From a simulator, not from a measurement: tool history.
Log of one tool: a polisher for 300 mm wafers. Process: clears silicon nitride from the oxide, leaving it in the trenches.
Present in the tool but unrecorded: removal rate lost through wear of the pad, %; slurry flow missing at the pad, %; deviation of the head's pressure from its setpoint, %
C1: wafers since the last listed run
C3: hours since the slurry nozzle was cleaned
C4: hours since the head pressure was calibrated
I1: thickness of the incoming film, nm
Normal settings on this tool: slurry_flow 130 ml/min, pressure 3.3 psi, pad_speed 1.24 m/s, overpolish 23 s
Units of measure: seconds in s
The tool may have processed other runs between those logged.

{"run": 1, "hour": 0.0, "slurry_flow": 130, "pressure": 3.3, "pad_speed": 1.24, "overpolish": 23, "C1": 0, "wafers polished on this pad": 879, "C3": 150.3, "C4": 853.8, "I1": 89.9, "seconds": 62.4}
{"run": 2, "hour": 28.1, "slurry_flow": 130, "pressure": 3.3, "pad_speed": 1.46, "overpolish": 23, "C1": 303, "wafers polished on this pad": 1182, "C3": 178.4, "C4": 881.9, "I1": 90.3, "seconds": 57.6}
{"run": 3, "hour": 97.8, "slurry_flow": 130, "pressure": 3.3, "pad_speed": 1.46, "overpolish": 23, "C1": 753, "wafers polished on this pad": 1935, "C3": 248.1, "C4": 951.6, "I1": 90.6, "seconds": 57.1}
{"hour": 105.8, "done": "head pressure recalibrated"}
{"run": 4, "hour": 155.3, "slurry_flow": 130, "pressure": 3.3, "pad_speed": 1.46, "overpolish": 23, "C1": 599, "wafers polished on this pad": 2535, "C3": 305.6, "C4": 49.5, "I1": 89.8, "seconds": 57.6}
{"run": 5, "hour": 201.0, "slurry_flow": 130, "pressure": 3.3, "pad_speed": 1.24, "overpolish": 23, "C1": 493, "wafers polished on this pad": 3028, "C3": 351.3, "C4": 95.2, "I1": 89.2, "seconds": 64.4}
{"hour": 205.1, "done": "slurry nozzle cleaned"}
{"hour": 269.9, "done": "worn pad replaced by a new one"}
{"run": 6, "hour": 270.4, "slurry_flow": 130, "pressure": 3.3, "pad_speed": 1.24, "overpolish": 23, "C1": 695, "wafers polished on this pad": 5, "C3": 65.3, "C4": 164.6, "I1": 89.7, "seconds": 60.3}
{"run": 7, "hour": 325.0, "slurry_flow": 130, "pressure": 3.3, "pad_speed": 1.24, "overpolish": 23, "C1": 589, "wafers polished on this pad": 594, "C3": 119.9, "C4": 219.2, "I1": 89.8, "seconds": 59.1}
{"run": 8, "hour": 380.0, "slurry_flow": 130, "pressure": 3.3, "pad_speed": 1.24, "overpolish": 23, "C1": 594, "wafers polished on this pad": 1189, "C3": 174.9, "C4": 274.2, "I1": 88.9, "seconds": 60.4}
{"run": 9, "hour": 425.1, "slurry_flow": 130, "pressure": 3.3, "pad_speed": 1, "overpolish": 23, "C1": 487, "wafers polished on this pad": 1676, "C3": 220, "C4": 319.3, "I1": 88.5, "seconds": 67.3}
{"run": 10, "hour": 490.4, "slurry_flow": 130, "pressure": 3.3, "pad_speed": 1, "overpolish": 23, "C1": 705, "wafers polished on this pad": 2381, "C3": 285.3, "C4": 384.6, "I1": 90.7, "seconds": 71.6}
{"run": 11, "hour": 529.4, "slurry_flow": 130, "pressure": 2.3, "pad_speed": 1.24, "overpolish": 23, "C1": 421, "wafers polished on this pad": 2803, "C3": 324.3, "C4": 423.6, "I1": 90.9, "seconds": 80.4}
{"run": 12, "hour": 592.5, "slurry_flow": 130, "pressure": 2.3, "pad_speed": 1.24, "overpolish": 23, "C1": 681, "wafers polished on this pad": 3484, "C3": 387.4, "C4": 486.7, "I1": 91.5, "seconds": 79.9}
{"hour": 604.8, "done": "slurry nozzle cleaned"}
{"run": 13, "hour": 660.1, "slurry_flow": 130, "pressure": 2.3, "pad_speed": 1.24, "overpolish": 23, "C1": 719, "wafers polished on this pad": 4204, "C3": 55.3, "C4": 554.3, "I1": 90, "seconds": 74.2}
{"hour": 685.0, "done": "worn pad replaced by a new one"}
{"run": 14, "hour": 731.5, "slurry_flow": 110, "pressure": 3.3, "pad_speed": 1.12, "overpolish": 23, "C1": 728, "wafers polished on this pad": 502, "C3": 126.7, "C4": 625.7, "I1": 90.2, "seconds": 63.4}
{"run": 15, "hour": 783.6, "slurry_flow": 110, "pressure": 3.3, "pad_speed": 1.12, "overpolish": 23, "C1": 562, "wafers polished on this pad": 1065, "C3": 178.8, "C4": 677.8, "I1": 90.2, "seconds": 66.1}
{"run": 16, "hour": 821.4, "slurry_flow": 110, "pressure": 3.3, "pad_speed": 1.12, "overpolish": 23, "C1": 408, "wafers polished on this pad": 1474, "C3": 216.6, "C4": 715.6, "I1": 90.6, "seconds": 69.3}
{"run": 17, "hour": 863.1, "slurry_flow": 130, "pressure": 3.3, "pad_speed": 1.24, "overpolish": 23, "C1": 450, "wafers polished on this pad": 1924, "C3": 258.3, "C4": 757.3, "I1": 89.1, "seconds": 61.9}
{"run": 18, "hour": 910.3, "slurry_flow": 130, "pressure": 3.3, "pad_speed": 1.24, "overpolish": 17, "C1": 509, "wafers polished on this pad": 2434, "C3": 305.5, "C4": 804.5, "I1": 89.7, "seconds": 62.6}
{"hour": 954.8, "done": "slurry nozzle cleaned"}
{"run": 19, "hour": 958.3, "slurry_flow": 150, "pressure": 3.3, "pad_speed": 1.24, "overpolish": 23, "C1": 507, "wafers polished on this pad": 2942, "C3": 3.5, "C4": 852.5, "I1": 90.5, "seconds": 59.2}
{"run": 20, "hour": 996.2, "slurry_flow": 90, "pressure": 2.5, "pad_speed": 1.52, "overpolish": 15, "C1": 409, "wafers polished on this pad": 3351, "C3": 41.4, "C4": 890.4, "I1": 88.4, "seconds": 64.8}
{"run": 21, "hour": 1022.9, "slurry_flow": 130, "pressure": 3.3, "pad_speed": 1.24, "overpolish": 23, "C1": 288, "wafers polished on this pad": 3640, "C3": 68.1, "C4": 917.1, "I1": 89.3, "seconds": 59.7}
{"run": 22, "hour": 1092.2, "slurry_flow": 130, "pressure": 3.3, "pad_speed": 1.24, "overpolish": 23, "C1": 748, "wafers polished on this pad": 4388, "C3": 137.4, "C4": 986.4, "I1": 88.4, "seconds": 59.4}
{"hour": 1105.7, "done": "worn pad replaced by a new one"}
{"run": 23, "hour": 1138.5, "slurry_flow": 160, "pressure": 3.6, "pad_speed": 1.12, "overpolish": 14, "C1": 456, "wafers polished on this pad": 354, "C3": 183.7, "C4": 1032.7, "I1": 89.6, "seconds": 58.6}
{"hour": 1191.2, "done": "head pressure recalibrated"}
{"run": 24, "hour": 1223.4, "slurry_flow": 130, "pressure": 3.3, "pad_speed": 1.08, "overpolish": 11, "C1": 895, "wafers polished on this pad": 1249, "C3": 268.6, "C4": 32.2, "I1": 90.3, "seconds": 67.9}
{"run": 25, "hour": 1255.7, "slurry_flow": 160, "pressure": 3.7, "pad_speed": 1, "overpolish": 31, "C1": 348, "wafers polished on this pad": 1598, "C3": 300.9, "C4": 64.5, "I1": 89.9, "seconds": 64.7}
{"run": 26, "hour": 1305.1, "slurry_flow": 130, "pressure": 2.3, "pad_speed": 1.24, "overpolish": 23, "C1": 533, "wafers polished on this pad": 2132, "C3": 350.3, "C4": 113.9, "I1": 89.8, "seconds": 78.2}
{"hour": 1310.4, "done": "slurry nozzle cleaned"}
{"run": 27, "hour": 1356.6, "slurry_flow": 130, "pressure": 3.3, "pad_speed": 1.04, "overpolish": 17, "C1": 545, "wafers polished on this pad": 2677, "C3": 46.2, "C4": 165.4, "I1": 90.8, "seconds": 69.6}
{"run": 28, "hour": 1418.2, "slurry_flow": 130, "pressure": 2.3, "pad_speed": 1.24, "overpolish": 23, "C1": 665, "wafers polished on this pad": 3343, "C3": 107.8, "C4": 227, "I1": 87.9, "seconds": 75.8}
{"run": 29, "hour": 1476.2, "slurry_flow": 130, "pressure": 2.1, "pad_speed": 1.24, "overpolish": 23, "C1": 626, "wafers polished on this pad": 3970, "C3": 165.8, "C4": 285, "I1": 91.7, "seconds": 81.4}
{"hour": 1493.6, "done": "worn pad replaced by a new one"}
{"run": 30, "hour": 1539.4, "slurry_flow": 85, "pressure": 3.3, "pad_speed": 1.24, "overpolish": 18, "C1": 639, "wafers polished on this pad": 494, "C3": 229, "C4": 348.2, "I1": 90.9, "seconds": 66.9}
{"run": 31, "hour": 1580.7, "slurry_flow": 130, "pressure": 3.3, "pad_speed": 0.84, "overpolish": 23, "C1": 446, "wafers polished on this pad": 941, "C3": 270.3, "C4": 389.5, "I1": 89.3, "seconds": 77.4}
{"run": 32, "hour": 1635.4, "slurry_flow": 130, "pressure": 3.3, "pad_speed": 1.52, "overpolish": 17, "C1": 590, "wafers polished on this pad": 1531, "C3": 325, "C4": 444.2, "I1": 91.3, "seconds": 57.3}
{"hour": 1678.6, "done": "slurry nozzle cleaned"}
{"run": 33, "hour": 1695.0, "slurry_flow": 150, "pressure": 2.2, "pad_speed": 1.52, "overpolish": 23, "C1": 633, "wafers polished on this pad": 2165, "C3": 16.4, "C4": 503.8, "I1": 90.6, "seconds": 67.4}
{"run": 34, "hour": 1754.3, "slurry_flow": 130, "pressure": 3.3, "pad_speed": 1, "overpolish": 23, "C1": 640, "wafers polished on this pad": 2805, "C3": 75.7, "C4": 563.1, "I1": 89.2, "seconds": 69.2}
{"run": 35, "hour": 1781.0, "slurry_flow": 115, "pressure": 2.7, "pad_speed": 1.66, "overpolish": 10, "C1": 288, "wafers polished on this pad": 3094, "C3": 102.4, "C4": 589.8, "I1": 89.9, "seconds": 57.9}
{"hour": 1841.8, "done": "worn pad replaced by a new one"}
{"run": 36, "hour": 1874.7, "slurry_flow": 130, "pressure": 3.3, "pad_speed": 1.24, "overpolish": 23, "C1": 969, "wafers polished on this pad": 354, "C3": 196.1, "C4": 683.5, "I1": 90, "seconds": 60}

Here are 3 independent what-if runs from the current tool condition. What would each one return?
{"run": "A", "hour": 1875.1, "slurry_flow": 130, "pressure": 3.3, "pad_speed": 1.24, "overpolish": 23, "C1": 4, "wafers polished on this pad": 359, "C3": 196.5, "C4": 683.9, "I1": 90.4, "seconds": "?"}
{"run": "B", "hour": 1875.1, "slurry_flow": 130, "pressure": 2.5, "pad_speed": 1.24, "overpolish": 13, "C1": 4, "wafers polished on this pad": 359, "C3": 196.5, "C4": 683.9, "I1": 90.4, "seconds": "?"}
{"run": "C", "hour": 1875.1, "slurry_flow": 130, "pressure": 3.3, "pad_speed": 1.12, "overpolish": 12, "C1": 4, "wafers polished on this pad": 359, "C3": 196.5, "C4": 683.9, "I1": 90.4, "seconds": "?"}

run=A seconds=60.7
run=B seconds=72.8
run=C seconds=64.8
With no hidden state in the tool, these same runs would have given:
run=A seconds=59.8
run=B seconds=71.7
run=C seconds=63.8
